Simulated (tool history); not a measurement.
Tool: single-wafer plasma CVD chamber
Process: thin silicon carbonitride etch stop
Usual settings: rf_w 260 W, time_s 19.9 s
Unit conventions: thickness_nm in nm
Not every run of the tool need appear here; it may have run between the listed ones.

run    hour  rf_w  time_s  read-back reference wafer on the same gauge, thickness_nm  thickness_nm
  1       0   260    19.9                                                     14.809        13.685
  2    26.7   260    19.9                                                     14.816        13.691
  3    88.7   260    19.9                                                     14.814        13.605
  4   126.9   260    19.9                                                     14.793        13.641
  5   155.6   260    19.9                                                     14.829        13.519
  6   186.2   260    19.9                                                     14.805        13.639
  7   229.1   260    19.9                                                     14.781        13.653
  8   282.6   260    19.9                                                      14.78        13.585
  9   324.8   235    21.6                                                     14.789        14.205
 10   368.9   235    21.6                                                     14.834         14.33
 11   400.5   260    19.9                                                     14.814        13.574
 12   437.2   260    19.9                                                     14.791        13.502
 13   477.8   260    19.9                                                     14.812        13.454
 14   503.4   290    19.9                                                     14.824        13.856
 15     557   290    19.9                                                     14.814        13.952
      590.8  -- RF generator calibrated
      608.3  -- thermocouple changed; heater temperature recalibrated
 16   616.2   290    19.9                                                     14.798        14.235
      623.7  -- gauge calibrated
 17   668.3   260    19.9                                                     14.824        13.833
 18   711.8   260    19.9                                                     14.798        13.561
 19   744.1   260    19.9                                                     14.811        13.729
 20   808.8   245    21.3                                                     14.817        14.377
      826.8  -- showerhead replaced
 21   835.3   235    21.8                                                     14.786        14.534
 22   869.1   230    17.2                                                     14.793        11.444
 23  1065.2   300    19.9                                                     14.805        14.151
 24  1095.6   215    16.1                                                     14.809        10.437
 25  1294.2   260    17.9                                                     14.794        12.269
 26  1347.6   240    21.3                                                     14.803        14.238
 27    1373   235    18.1                                                     14.793        12.002
 28  1436.7   230    19.9                                                     14.751        13.031
 29    1487   260    19.9                                                     14.781        13.554
 30  1549.1   305    19.9                                                     14.805        14.169
 31    1578   280    19.9                                                     14.798         13.78
 32  1619.3   260    19.9                                                     14.803        13.444
 33  1671.5   275    16.8                                                     14.828        11.551
     1703.5  -- RF generator calibrated
 34    1704   235    19.9                                                     14.809        13.309
 35  1738.4   305    19.9                                                     14.775        14.307

Predict each of these 4 candidate next runs independently; none follows another, all start after run 35:
  A  1738.8   260    16.2                                                          ?             ?
  B  1738.8   285      23                                                          ?             ?
  C  1738.8   290    18.7                                                          ?             ?
  D  1738.8   260    17.8                                                          ?             ?

run  read-back reference wafer on the same gauge, thickness_nm  thickness_nm
  A                                                     14.796        11.114
  B                                                     14.796        16.219
  C                                                     14.796        13.255
  D                                                     14.796        12.212
With the hidden condition removed and each run's random variation left untouched, the same runs would have given:
run  thickness_nm
  A         11.13
  B        16.242
  C        13.274
  D        12.229
